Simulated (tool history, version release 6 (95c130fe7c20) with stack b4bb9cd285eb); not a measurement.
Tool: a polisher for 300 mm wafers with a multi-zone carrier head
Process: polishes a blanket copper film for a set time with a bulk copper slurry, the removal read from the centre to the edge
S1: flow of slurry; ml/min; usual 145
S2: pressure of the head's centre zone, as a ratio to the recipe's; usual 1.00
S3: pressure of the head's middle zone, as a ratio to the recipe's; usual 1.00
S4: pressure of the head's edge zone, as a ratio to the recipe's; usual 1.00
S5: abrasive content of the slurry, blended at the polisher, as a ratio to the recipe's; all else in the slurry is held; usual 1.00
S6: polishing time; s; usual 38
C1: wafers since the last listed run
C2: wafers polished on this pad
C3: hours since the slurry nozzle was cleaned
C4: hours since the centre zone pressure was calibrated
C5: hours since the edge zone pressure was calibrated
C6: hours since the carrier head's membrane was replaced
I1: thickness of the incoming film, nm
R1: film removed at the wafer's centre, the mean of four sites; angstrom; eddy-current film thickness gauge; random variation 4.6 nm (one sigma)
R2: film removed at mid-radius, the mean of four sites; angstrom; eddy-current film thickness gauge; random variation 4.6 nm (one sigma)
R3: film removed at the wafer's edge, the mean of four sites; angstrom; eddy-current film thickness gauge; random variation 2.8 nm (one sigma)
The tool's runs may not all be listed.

run 1 hour=0.0 | S1=145 S2=1.00 S3=1.00 S4=1.00 S5=1.00 S6=38 | C1=0 C2=642 C3=358.4 C4=515.9 C5=1006.1 C6=1480.7 | I1=3449.7 | R1=3411 R2=3312 R3=3441
run 2 hour=32.4 | S1=145 S2=1.00 S3=1.00 S4=1.00 S5=1.00 S6=38 | C1=275 C2=917 C3=390.8 C4=548.3 C5=1038.5 C6=1513.1 | I1=3443.2 | R1=3407 R2=3336 R3=3508
-- hour=45.4 worn pad replaced by a new one
run 3 hour=62.4 | S1=145 S2=1.00 S3=1.00 S4=1.00 S5=1.00 S6=38 | C1=220 C2=144 C3=420.8 C4=578.3 C5=1068.5 C6=1543.1 | I1=3453.3 | R1=3307 R2=3265 R3=3461
run 4 hour=76.2 | S1=145 S2=1.00 S3=1.00 S4=1.00 S5=1.00 S6=38 | C1=117 C2=261 C3=434.6 C4=592.1 C5=1082.3 C6=1556.9 | I1=3446.4 | R1=3364 R2=3378 R3=3458
run 5 hour=105.5 | S1=145 S2=1.00 S3=1.00 S4=1.00 S5=1.00 S6=38 | C1=248 C2=510 C3=463.9 C4=621.4 C5=1111.6 C6=1586.2 | I1=3396.1 | R1=3423 R2=3262 R3=3396
run 6 hour=136.7 | S1=145 S2=1.00 S3=1.00 S4=1.00 S5=1.00 S6=38 | C1=264 C2=775 C3=495.1 C4=652.6 C5=1142.8 C6=1617.4 | I1=3421.7 | R1=3422 R2=3285 R3=3446
run 7 hour=155.5 | S1=145 S2=1.09 S3=1.00 S4=1.00 S5=1.00 S6=38 | C1=159 C2=934 C3=513.9 C4=671.4 C5=1161.6 C6=1636.2 | I1=3430.1 | R1=3730 R2=3231 R3=3398
-- hour=176.7 worn pad replaced by a new one
run 8 hour=177.2 | S1=145 S2=1.09 S3=1.00 S4=1.00 S5=1.00 S6=38 | C1=150 C2=4 C3=535.6 C4=693.1 C5=1183.3 C6=1657.9 | I1=3410.5 | R1=3735 R2=3198 R3=3394
-- hour=198.8 edge zone pressure recalibrated
-- hour=201.4 centre zone pressure recalibrated
-- hour=204.9 carrier head's membrane replaced by a new one
-- hour=205.5 slurry nozzle cleaned
run 9 hour=206.0 | S1=155 S2=1.00 S3=1.00 S4=1.03 S5=1.00 S6=38 | C1=175 C2=180 C3=0.5 C4=4.6 C5=7.2 C6=1.1 | I1=3451.5 | R1=3790 R2=3728 R3=3820
run 10 hour=239.5 | S1=155 S2=1.00 S3=1.00 S4=1.03 S5=1.00 S6=38 | C1=284 C2=464 C3=34.0 C4=38.1 C5=40.7 C6=34.6 | I1=3403.5 | R1=3811 R2=3633 R3=3834
run 11 hour=264.8 | S1=145 S2=1.00 S3=0.90 S4=1.00 S5=0.75 S6=38 | C1=214 C2=679 C3=59.3 C4=63.4 C5=66.0 C6=59.9 | I1=3486.5 | R1=3365 R2=3145 R3=3483
run 12 hour=286.4 | S1=145 S2=1.00 S3=1.00 S4=1.00 S5=0.85 S6=38 | C1=183 C2=862 C3=80.9 C4=85.0 C5=87.6 C6=81.5 | I1=3422.7 | R1=3547 R2=3486 R3=3569
-- hour=296.0 worn pad replaced by a new one
run 13 hour=316.2 | S1=145 S2=0.95 S3=1.05 S4=1.00 S5=1.00 S6=34 | C1=219 C2=171 C3=110.7 C4=114.8 C5=117.4 C6=111.3 | I1=3399.8 | R1=2998 R2=3342 R3=3283
run 14 hour=345.9 | S1=145 S2=0.90 S3=1.00 S4=1.11 S5=1.00 S6=38 | C1=252 C2=423 C3=140.4 C4=144.5 C5=147.1 C6=141.0 | I1=3357.0 | R1=3152 R2=3551 R3=3760
run 15 hour=404.6 | S1=165 S2=1.00 S3=0.89 S4=1.00 S5=1.20 S6=50 | C1=498 C2=921 C3=199.1 C4=203.2 C5=205.8 C6=199.7 | I1=3443.5 | R1=4890 R2=4445 R3=4984
run 16 hour=417.1 | S1=100 S2=1.00 S3=1.06 S4=1.00 S5=1.00 S6=46 | C1=106 C2=1028 C3=211.6 C4=215.7 C5=218.3 C6=212.2 | I1=3485.3 | R1=3644 R2=4013 R3=4031
-- hour=431.3 worn pad replaced by a new one
run 17 hour=439.7 | S1=145 S2=1.00 S3=1.00 S4=1.00 S5=1.00 S6=38 | C1=157 C2=71 C3=234.2 C4=238.3 C5=240.9 C6=234.8 | I1=3442.5 | R1=3438 R2=3502 R3=3580
run 18 hour=455.1 | S1=130 S2=1.05 S3=1.00 S4=1.00 S5=1.00 S6=28 | C1=130 C2=202 C3=249.6 C4=253.7 C5=256.3 C6=250.2 | I1=3392.2 | R1=2583 R2=2477 R3=2579
run 19 hour=486.6 | S1=170 S2=1.00 S3=1.12 S4=1.00 S5=1.00 S6=38 | C1=267 C2=469 C3=281.1 C4=285.2 C5=287.8 C6=281.7 | I1=3361.9 | R1=3615 R2=3904 R3=3627
run 20 hour=531.5 | S1=190 S2=1.00 S3=1.00 S4=0.96 S5=1.00 S6=50 | C1=381 C2=851 C3=326.0 C4=330.1 C5=332.7 C6=326.6 | I1=3423.4 | R1=4840 R2=4804 R3=4817
-- hour=544.8 worn pad replaced by a new one
run 21 hour=546.0 | S1=145 S2=1.00 S3=1.04 S4=0.90 S5=1.00 S6=49 | C1=89 C2=9 C3=340.5 C4=344.6 C5=347.2 C6=341.1 | I1=3470.4 | R1=4297 R2=4486 R3=4256
run 22 hour=580.5 | S1=145 S2=1.00 S3=1.00 S4=1.00 S5=1.00 S6=38 | C1=292 C2=302 C3=375.0 C4=379.1 C5=381.7 C6=375.6 | I1=3453.8 | R1=3420 R2=3389 R3=3516

Forecast each of these 3 alternatives for the next run:
run A hour=580.9 | S1=120 S2=1.00 S3=1.00 S4=1.00 S5=1.00 S6=38 | C1=3 C2=306 C3=375.4 C4=379.5 C5=382.1 C6=376.0 | I1=3419.5 | R1=? R2=? R3=?
run B hour=580.9 | S1=120 S2=1.00 S3=0.90 S4=1.00 S5=1.20 S6=38 | C1=3 C2=306 C3=375.4 C4=379.5 C5=382.1 C6=376.0 | I1=3419.5 | R1=? R2=? R3=?
run C hour=580.9 | S1=145 S2=1.00 S3=0.94 S4=1.00 S5=0.75 S6=38 | C1=3 C2=306 C3=375.4 C4=379.5 C5=382.1 C6=376.0 | I1=3419.5 | R1=? R2=? R3=?

run=A R1=3255 R2=3223 R3=3392
run=B R1=3366 R2=3054 R3=3514
run=C R1=3297 R2=3074 R3=3347
Without the tool's hidden state the same runs would have given:
run=A R1=3575 R2=3587 R3=3645
run=B R1=3697 R2=3398 R3=3777
run=C R1=3549 R2=3364 R3=3563

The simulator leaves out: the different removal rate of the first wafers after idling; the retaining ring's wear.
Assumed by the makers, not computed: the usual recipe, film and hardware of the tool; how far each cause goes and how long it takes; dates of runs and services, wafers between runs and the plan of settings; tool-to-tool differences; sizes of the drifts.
